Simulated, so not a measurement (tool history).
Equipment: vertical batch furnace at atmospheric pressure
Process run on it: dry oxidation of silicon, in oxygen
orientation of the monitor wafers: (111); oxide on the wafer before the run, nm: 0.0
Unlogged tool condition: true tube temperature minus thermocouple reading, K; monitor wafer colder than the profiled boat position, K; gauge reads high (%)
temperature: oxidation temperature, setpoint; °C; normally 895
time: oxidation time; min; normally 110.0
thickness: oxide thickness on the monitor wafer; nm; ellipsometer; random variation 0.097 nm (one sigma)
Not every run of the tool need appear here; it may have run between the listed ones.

run,hour,temperature,time,wafers since the last listed run,hours since the last temperature calibration,hours since the boat lift was adjusted,hours since the gauge calibration,"read-back reference wafer on the same gauge, thickness",thickness
1,0.0,906,110.0,0,1356.8,2127.2,1007.4,36.28,50.50
2,69.2,906,110.0,509,1426.0,2196.4,1076.6,36.29,50.48
3,125.0,895,110.0,410,1481.8,2252.2,1132.4,36.29,45.22
4,162.6,895,110.0,276,1519.4,2289.8,1170.0,36.30,45.18
5,218.4,895,110.0,410,1575.2,2345.6,1225.8,36.35,45.02
6,288.6,888,151.5,516,1645.4,2415.8,1296.0,36.31,52.55
7,340.6,881,91.5,382,1697.4,2467.8,1348.0,36.30,34.37
8,388.7,881,91.5,353,1745.5,2515.9,1396.1,36.30,34.29
9,476.3,895,110.0,644,1833.1,2603.5,1483.7,36.29,45.30
10,576.4,895,110.0,736,1933.2,2703.6,1583.8,36.31,45.14
11,665.3,895,110.0,654,2022.1,2792.5,1672.7,36.29,45.21
12,725.8,895,137.0,445,2082.6,2853.0,1733.2,36.28,52.80
13,833.3,908,110.0,790,2190.1,2960.5,1840.7,36.33,51.56
14,885.7,908,110.0,385,2242.5,3012.9,1893.1,36.31,51.43
15,977.4,895,110.0,674,2334.2,3104.6,1984.8,36.30,45.32
# hour 1055.0: gauge calibrated
16,1071.1,895,110.0,689,2427.9,3198.3,16.1,36.28,45.13
17,1171.3,895,110.0,737,2528.1,3298.5,116.3,36.30,45.28
18,1247.1,895,110.0,557,2603.9,3374.3,192.1,36.30,45.17
19,1350.8,895,95.5,763,2707.6,3478.0,295.8,36.26,41.05
20,1446.7,895,162.5,705,2803.5,3573.9,391.7,36.29,59.31
21,1506.1,888,159.5,437,2862.9,3633.3,451.1,36.34,54.54
22,1576.3,915,110.0,516,2933.1,3703.5,521.3,36.32,55.30
23,1643.2,873,160.5,492,3000.0,3770.4,588.2,36.30,46.78
# hour 1687.5: boat lift adjusted
24,1724.9,895,110.0,424,3081.7,37.4,669.9,36.28,45.22
25,1793.9,871,159.0,507,3150.7,106.4,738.9,36.28,45.42
26,1864.4,917,142.5,518,3221.2,176.9,809.4,36.31,67.71
27,1938.1,879,125.0,542,3294.9,250.6,883.1,36.29,41.79
28,2007.1,911,163.5,507,3363.9,319.6,952.1,36.35,69.98
# hour 2087.2: thermocouples replaced and temperature profile calibrated
29,2097.8,895,110.0,490,10.6,410.3,1042.8,36.29,45.15
30,2243.9,895,110.0,1074,156.7,556.4,1188.9,36.31,45.10
31,2338.3,879,125.0,694,251.1,650.8,1283.3,36.29,41.89
32,2431.2,895,93.5,683,344.0,743.7,1376.2,36.29,40.37
33,2467.6,895,57.5,267,380.4,780.1,1412.6,36.27,28.83
34,2519.4,895,110.0,381,432.2,831.9,1464.4,36.30,45.15
35,2599.4,879,93.5,588,512.2,911.9,1544.4,36.30,34.16
36,2680.7,871,96.0,598,593.5,993.2,1625.7,36.31,31.94
37,2733.7,895,162.5,389,646.5,1046.2,1678.7,36.31,59.21
38,2781.3,907,110.0,350,694.1,1093.8,1726.3,36.30,51.32
39,2881.6,875,126.5,737,794.4,1194.1,1826.6,36.29,40.25

What if the next run were any one of these 4? Each begins from the tool's condition after run 39:
A,2887.3,913,110.0,41,800.1,1199.8,1832.3,?,?
B,2887.3,895,155.0,41,800.1,1199.8,1832.3,?,?
C,2887.3,895,152.0,41,800.1,1199.8,1832.3,?,?
D,2887.3,916,139.0,41,800.1,1199.8,1832.3,?,?

run,"read-back reference wafer on the same gauge, thickness",thickness
A,36.29,54.39
B,36.29,57.53
C,36.29,56.75
D,36.29,65.98
Without the tool's hidden state the same runs would have given:
run,thickness
A,54.39
B,57.53
C,56.75
D,65.98
